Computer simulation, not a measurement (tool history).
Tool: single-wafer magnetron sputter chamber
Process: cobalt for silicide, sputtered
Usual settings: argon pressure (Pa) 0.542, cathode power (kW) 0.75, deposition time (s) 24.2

run	hour	argon pressure (Pa)	cathode power (kW)	deposition time (s)	wafers since the last listed run	wafers on the sputter target	hours since the last manometer calibration	hours since the magnet pack was replaced	hours since the gauge calibration	read-back reference wafer on the same gauge, thickness_nm	mean film thickness on the monitor wafer (angstrom)
1	0	0.542	0.65	24.2	0	3234	2449.9	11020.7	107.3	10.445	78.76
2	11.5	0.542	0.65	24.2	195	3429	2461.4	11032.2	118.8	10.443	78.36
3	27.8	0.542	0.65	24.2	277	3707	2477.7	11048.5	135.1	10.421	77.87
# hour 34.8: gauge calibrated
4	43.4	0.542	0.75	24.2	265	3973	2493.3	11064.1	8.6	10.429	86.07
5	54.5	0.542	0.75	24.2	188	4162	2504.4	11075.2	19.7	10.419	86.7
6	62.7	0.62	0.75	24.2	139	4301	2512.6	11083.4	27.9	10.432	84.88
# hour 81.2: magnet pack replaced
7	81.7	0.62	0.75	24.2	187	4489	2531.6	0.5	46.9	10.467	84.03
8	88.8	0.542	0.75	25.4	120	4609	2538.7	7.6	54	10.432	90.18
# hour 103.2: sputter target and shields replaced
9	103.7	0.542	0.75	25.4	117	9	2553.6	22.5	68.9	10.421	94.77
# hour 118.6: capacitance manometer re-zeroed and calibrated
10	124.8	0.542	0.75	24.2	223	232	6.2	43.6	90	10.442	90.6
11	132.6	0.542	0.75	24.2	132	365	14	51.4	97.8	10.455	90.43
12	140.1	0.469	0.75	24.2	127	492	21.5	58.9	105.3	10.437	92.62
13	148.6	0.673	0.55	27.9	144	637	30	67.4	113.8	10.443	80.75
14	164.1	0.542	0.75	24.2	263	901	45.5	82.9	129.3	10.445	88.92
# hour 168.3: gauge calibrated
15	173.3	0.542	0.65	22.4	156	1058	54.7	92.1	5	10.426	74.17
16	189.6	0.667	0.7	21.6	277	1335	71	108.4	21.3	10.455	74.32
17	201.1	0.756	0.6	21.3	195	1531	82.5	119.9	32.8	10.435	63.65
18	216.5	0.542	0.75	24.2	262	1793	97.9	135.3	48.2	10.43	87.94
19	230.6	0.542	0.75	20.5	240	2033	112	149.4	62.3	10.439	74.65
20	244.4	0.542	0.75	24.2	234	2268	125.8	163.2	76.1	10.434	88.26
21	252.1	0.598	0.65	24.2	131	2399	133.5	170.9	83.8	10.446	78.83

Hidden state at the last listed run before each entry between runs and at the first one after, where it differs:
Between runs 3 and 4: gauge calibrated (hour 34.8)
  deposition rate above that of a new target (%): -5.43 -> -5.8
  measured less the result without the state, mean film thickness on the monitor wafer (angstrom): -4.47 -> -5.3
Between runs 6 and 7: magnet pack replaced (hour 81.2)
  deposition rate above that of a new target (%): -6.26 -> -6.71
  measured less the result without the state, mean film thickness on the monitor wafer (angstrom): -5.66 -> -6.04
Between runs 8 and 9: sputter target and shields replaced (hour 103.2)
  deposition rate above that of a new target (%): -6.88 -> -0.577
  measured less the result without the state, mean film thickness on the monitor wafer (angstrom): -6.66 -> -0.55
Between runs 9 and 10: capacitance manometer re-zeroed and calibrated (hour 118.6)
  deposition rate above that of a new target (%): -0.577 -> -1.08
  measured less the result without the state, mean film thickness on the monitor wafer (angstrom): -0.55 -> -0.99
Between runs 14 and 15: gauge calibrated (hour 168.3)
  deposition rate above that of a new target (%): -2.01 -> -2.23
  measured less the result without the state, mean film thickness on the monitor wafer (angstrom): -1.83 -> -1.69

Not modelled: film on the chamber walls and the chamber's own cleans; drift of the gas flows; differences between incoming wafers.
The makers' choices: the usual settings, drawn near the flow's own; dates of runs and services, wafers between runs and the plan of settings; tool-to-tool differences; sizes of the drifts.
